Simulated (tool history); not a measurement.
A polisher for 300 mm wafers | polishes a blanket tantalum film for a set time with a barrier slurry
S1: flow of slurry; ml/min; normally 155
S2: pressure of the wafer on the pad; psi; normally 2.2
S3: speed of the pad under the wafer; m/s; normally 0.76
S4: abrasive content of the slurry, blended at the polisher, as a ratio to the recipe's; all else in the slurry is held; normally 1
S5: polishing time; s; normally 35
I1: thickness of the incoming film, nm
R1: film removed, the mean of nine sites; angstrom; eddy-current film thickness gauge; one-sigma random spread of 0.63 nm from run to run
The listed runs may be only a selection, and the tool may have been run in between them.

Run 1, hour 0: usual settings but S1 140 ml/min; I1 340.5. Result: R1 476 angstrom.
At hour 16.4: head pressure recalibrated.
Run 2, hour 16.9: usual settings; I1 337.6. Result: R1 485 angstrom.
Run 3, hour 47.8: usual settings but S2 1.7 psi; I1 335.7. Result: R1 369 angstrom.
Run 4, hour 69.5: usual settings but S2 1.7 psi; I1 336.3. Result: R1 379 angstrom.
Run 5, hour 101.1: usual settings; I1 340. Result: R1 474 angstrom.
At hour 107.7: worn pad replaced by a new one.
Run 6, hour 135.9: usual settings; I1 333.2. Result: R1 492 angstrom.
At hour 152.5: slurry nozzle cleaned.
Run 7, hour 169.5: usual settings; I1 344.5. Result: R1 473 angstrom.
Run 8, hour 201.3: usual settings but S3 0.82 m/s; I1 337.2. Result: R1 535 angstrom.
Run 9, hour 214.3: usual settings but S2 1.7 psi, S3 0.66 m/s, S4 0.9; I1 341.4. Result: R1 312 angstrom.
Run 10, hour 228.6: usual settings but S1 110 ml/min, S2 1.6 psi, S4 0.8; I1 341.1. Result: R1 307 angstrom.
Run 11, hour 255.4: usual settings; I1 335.8. Result: R1 489 angstrom.
At hour 260.6: slurry blender recalibrated.
Run 12, hour 281.4: usual settings but S1 170 ml/min, S3 0.7 m/s, S4 1.2; I1 343.1. Result: R1 470 angstrom.
Run 13, hour 296.5: usual settings but S1 180 ml/min; I1 337.1. Result: R1 490 angstrom.
At hour 305: worn pad replaced by a new one.
Run 14, hour 310.3: usual settings but S2 2.6 psi, S3 0.56 m/s; I1 344.3. Result: R1 420 angstrom.
Run 15, hour 342.3: usual settings but S3 0.58 m/s, S4 0.85, S5 46 s; I1 341.7. Result: R1 452 angstrom.
Run 16, hour 372.7: usual settings; I1 338.7. Result: R1 484 angstrom.
Run 17, hour 405.5: usual settings; I1 345.9. Result: R1 478 angstrom.
Run 18, hour 433.5: usual settings but S2 1.6 psi; I1 341.1. Result: R1 354 angstrom.
Run 19, hour 451.1: usual settings but S2 1.9 psi, S5 45 s; I1 343.9. Result: R1 552 angstrom.
Run 20, hour 467.6: usual settings but S2 1.7 psi, S3 0.94 m/s, S4 1.25; I1 338.8. Result: R1 501 angstrom.
Run 21, hour 496.6: usual settings but S5 23 s; I1 343.2. Result: R1 317 angstrom.
Run 22, hour 530.3: usual settings; I1 343. Result: R1 480 angstrom.
Run 23, hour 542.5: usual settings; I1 340. Result: R1 492 angstrom.
At hour 558.4: worn pad replaced by a new one.
Run 24, hour 562.5: usual settings but S1 190 ml/min, S2 2.7 psi, S3 0.56 m/s, S4 0.8; I1 338.9. Result: R1 415 angstrom.
Run 25, hour 576.5: usual settings; I1 334.7. Result: R1 480 angstrom.
At hour 583.4: slurry nozzle cleaned.
Run 26, hour 599.4: usual settings; I1 338.9. Result: R1 484 angstrom.
Run 27, hour 635.1: usual settings; I1 347.6. Result: R1 486 angstrom.
Run 28, hour 657.1: usual settings; I1 340.7. Result: R1 485 angstrom.
Run 29, hour 677.3: usual settings but S3 0.58 m/s, S5 42 s; I1 335.2. Result: R1 445 angstrom.
Run 30, hour 721.7: usual settings but S3 0.62 m/s; I1 344.6. Result: R1 400 angstrom.
Run 31, hour 738.1: usual settings but S4 0.7, S5 30 s; I1 336.7. Result: R1 359 angstrom.

Consider 4 possible next runs. They are alternatives, not a sequence: every one starts from the tool as it was left by run 31. What does each give?
Run A, hour 738.5: usual settings; I1 345.2. Result: R1 ?.
Run B, hour 738.5: usual settings but S1 185 ml/min, S3 0.64 m/s, S4 0.9, S5 40 s; I1 345.2. Result: R1 ?.
Run C, hour 738.5: usual settings but S1 200 ml/min; I1 345.2. Result: R1 ?.
Run D, hour 738.5: usual settings but S5 43 s; I1 345.2. Result: R1 ?.

run   R1
  A  478
  B  453
  C  493
  D  588
With no hidden state in the tool, these same runs would have given:
run   R1
  A  478
  B  453
  C  493
  D  588

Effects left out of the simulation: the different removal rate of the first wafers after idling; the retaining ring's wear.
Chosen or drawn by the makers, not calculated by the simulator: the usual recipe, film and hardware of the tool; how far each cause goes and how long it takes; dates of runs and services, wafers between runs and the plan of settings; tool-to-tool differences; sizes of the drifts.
